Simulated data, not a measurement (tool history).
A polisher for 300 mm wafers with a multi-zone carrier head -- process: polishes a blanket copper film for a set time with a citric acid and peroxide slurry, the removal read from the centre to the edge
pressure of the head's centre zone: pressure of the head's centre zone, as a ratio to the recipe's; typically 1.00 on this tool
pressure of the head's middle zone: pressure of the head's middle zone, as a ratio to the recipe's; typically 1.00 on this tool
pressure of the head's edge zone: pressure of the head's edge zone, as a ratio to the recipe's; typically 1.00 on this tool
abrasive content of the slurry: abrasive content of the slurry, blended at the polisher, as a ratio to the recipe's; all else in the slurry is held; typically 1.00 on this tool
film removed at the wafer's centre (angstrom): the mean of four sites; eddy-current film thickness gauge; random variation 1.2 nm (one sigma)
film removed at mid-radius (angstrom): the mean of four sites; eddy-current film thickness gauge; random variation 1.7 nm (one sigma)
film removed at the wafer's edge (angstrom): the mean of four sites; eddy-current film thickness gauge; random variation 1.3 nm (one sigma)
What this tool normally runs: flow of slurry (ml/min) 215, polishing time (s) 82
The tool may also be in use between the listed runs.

run,hour,flow of slurry (ml/min),pressure of the head's centre zone,pressure of the head's middle zone,pressure of the head's edge zone,abrasive content of the slurry,polishing time (s),"incoming thickness of the incoming film, nm",film removed at the wafer's centre (angstrom),film removed at mid-radius (angstrom),film removed at the wafer's edge (angstrom)
1,0.0,215,1.00,1.00,1.00,1.00,82,852.4,1804,1696,1690
2,13.9,215,1.00,1.00,1.00,1.00,82,843.4,1779,1704,1695
3,22.3,215,1.00,1.00,1.00,1.00,82,856.9,1794,1698,1686
4,38.1,195,1.00,1.00,1.00,1.00,67,863.5,1554,1457,1475
5,44.6,215,1.00,1.00,1.00,1.00,94,863.5,2190,2089,2044
6,54.9,215,1.00,1.00,1.00,1.00,94,854.5,2175,2078,2021
7,69.9,215,1.00,1.00,1.00,1.00,94,858.1,2124,1981,1994
8,77.4,215,1.00,1.00,1.00,1.00,82,852.1,1865,1754,1739
9,88.7,215,1.00,1.00,1.00,1.00,82,858.3,1865,1748,1740
10,137.7,215,1.00,1.00,1.00,1.15,63,866.4,1330,1380,1335
11,150.2,215,1.00,1.00,1.00,1.00,105,847.6,2309,2314,2300
12,167.8,215,1.00,1.00,1.00,1.00,82,849.9,1752,1740,1744
13,181.6,215,1.00,1.00,1.10,1.10,82,859.2,1773,1763,1851
14,192.3,215,0.95,1.08,1.12,1.00,60,856.8,1201,1385,1327
15,224.9,215,1.00,1.00,0.95,1.00,82,862.5,1686,1728,1650
16,242.5,215,1.00,1.00,1.00,1.00,66,866.0,1355,1382,1370

Withheld: 6 entries from between the runs. Position of each, and hidden state at the listed run before versus the listed run after:
Between runs 3 and 4: worn pad replaced by a new one (hour 36.9)
  removal rate lost through wear of the pad, %: 7.15 -> 0.696; deviation of the centre zone's pressure from its setpoint, %: 8.32 -> 8.69
  the result without the hidden state subtracted from the measured one, film removed at the wafer's centre (angstrom): +12 -> +115; film removed at mid-radius (angstrom): -132 -> -11; film removed at the wafer's edge (angstrom): -129 -> -10
Between runs 9 and 10: centre zone pressure recalibrated (hour 111.9); slurry nozzle cleaned (hour 133.5)
  removal rate lost through wear of the pad, %: 5.75 -> 6.91; deviation of the centre zone's pressure from its setpoint, %: 9.95 -> 1.39
  the result without the hidden state subtracted from the measured one, film removed at the wafer's centre (angstrom): +67 -> -79; film removed at mid-radius (angstrom): -108 -> -103; film removed at the wafer's edge (angstrom): -106 -> -99
Between runs 10 and 11: worn pad replaced by a new one (hour 146.8)
  removal rate lost through wear of the pad, %: 6.91 -> 0.86; deviation of the centre zone's pressure from its setpoint, %: 1.39 -> 1.4
  the result without the hidden state subtracted from the measured one, film removed at the wafer's centre (angstrom): -79 -> +12; film removed at mid-radius (angstrom): -103 -> -20; film removed at the wafer's edge (angstrom): -99 -> -20
Between runs 12 and 13: edge zone pressure recalibrated (hour 170.9); carrier head's membrane replaced by a new one (hour 174.7)
  removal rate lost through wear of the pad, %: 3.32 -> 4.54; deviation of the centre zone's pressure from its setpoint, %: 1.43 -> 1.46
  the result without the hidden state subtracted from the measured one, film removed at the wafer's centre (angstrom): -35 -> -57; film removed at mid-radius (angstrom): -60 -> -84; film removed at the wafer's edge (angstrom): -60 -> -88
